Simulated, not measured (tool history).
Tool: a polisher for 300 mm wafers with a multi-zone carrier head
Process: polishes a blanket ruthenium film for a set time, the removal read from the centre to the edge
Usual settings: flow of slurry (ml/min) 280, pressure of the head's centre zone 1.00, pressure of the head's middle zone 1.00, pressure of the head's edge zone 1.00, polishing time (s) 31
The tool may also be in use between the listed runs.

run	day	flow of slurry (ml/min)	pressure of the head's centre zone	pressure of the head's middle zone	pressure of the head's edge zone	polishing time (s)	incoming thickness of the incoming film, nm	film removed at the wafer's centre (Å)	film removed at mid-radius (Å)	film removed at the wafer's edge (Å)
1	0.000	280	1.08	1.00	1.00	31	288.1	285	278	288
2	2.250	280	1.08	1.00	1.00	31	289.3	286	269	280
3	5.679	280	1.08	1.00	1.00	31	292.3	283	268	274
# day 6.600: worn pad replaced by a new one
4	7.946	280	0.97	1.00	1.00	31	294.2	252	262	275
5	11.896	280	0.97	1.00	1.00	31	283.1	253	263	270
# day 15.692: worn pad replaced by a new one
6	15.988	280	0.97	1.00	1.00	31	285.4	254	264	275
# day 18.929: centre zone pressure recalibrated
7	20.404	280	1.00	1.00	1.00	31	288.8	258	258	269
# day 20.554: slurry nozzle cleaned
# day 22.829: carrier head's membrane replaced by a new one
8	23.217	280	1.00	1.00	1.00	31	287.0	268	278	287
# day 24.221: worn pad replaced by a new one
9	26.112	345	1.00	1.00	1.00	31	285.8	276	278	280
10	29.683	280	0.97	1.00	1.00	31	292.1	252	268	272
# day 32.338: edge zone pressure recalibrated
11	33.658	280	1.08	1.00	1.00	31	287.7	284	262	267
# day 33.988: worn pad replaced by a new one
12	37.008	280	1.09	1.00	1.00	31	289.9	282	263	274
13	39.175	280	1.00	1.00	0.96	31	287.1	253	262	268
14	42.854	280	1.00	0.92	1.10	31	289.8	254	240	288
# day 44.529: worn pad replaced by a new one
15	45.479	280	1.00	0.88	1.05	21	288.3	172	159	183
# day 48.100: slurry nozzle cleaned
16	48.971	280	1.00	1.00	0.94	31	289.5	274	282	276

3 ways to go on from here, each from the tool as it stands after run 16. What would each give?
A	48.988	360	1.00	1.00	1.00	31	292.2	?	?	?
B	48.988	245	1.00	1.00	1.00	38	292.2	?	?	?
C	48.988	330	0.90	1.11	1.00	31	292.2	?	?	?

run	film removed at the wafer's centre (Å)	film removed at mid-radius (Å)	film removed at the wafer's edge (Å)
A	278	283	294
B	327	335	351
C	248	308	292
Without the tool's hidden state the same runs would have given:
run	film removed at the wafer's centre (Å)	film removed at mid-radius (Å)	film removed at the wafer's edge (Å)
A	279	284	295
B	329	337	352
C	249	309	293
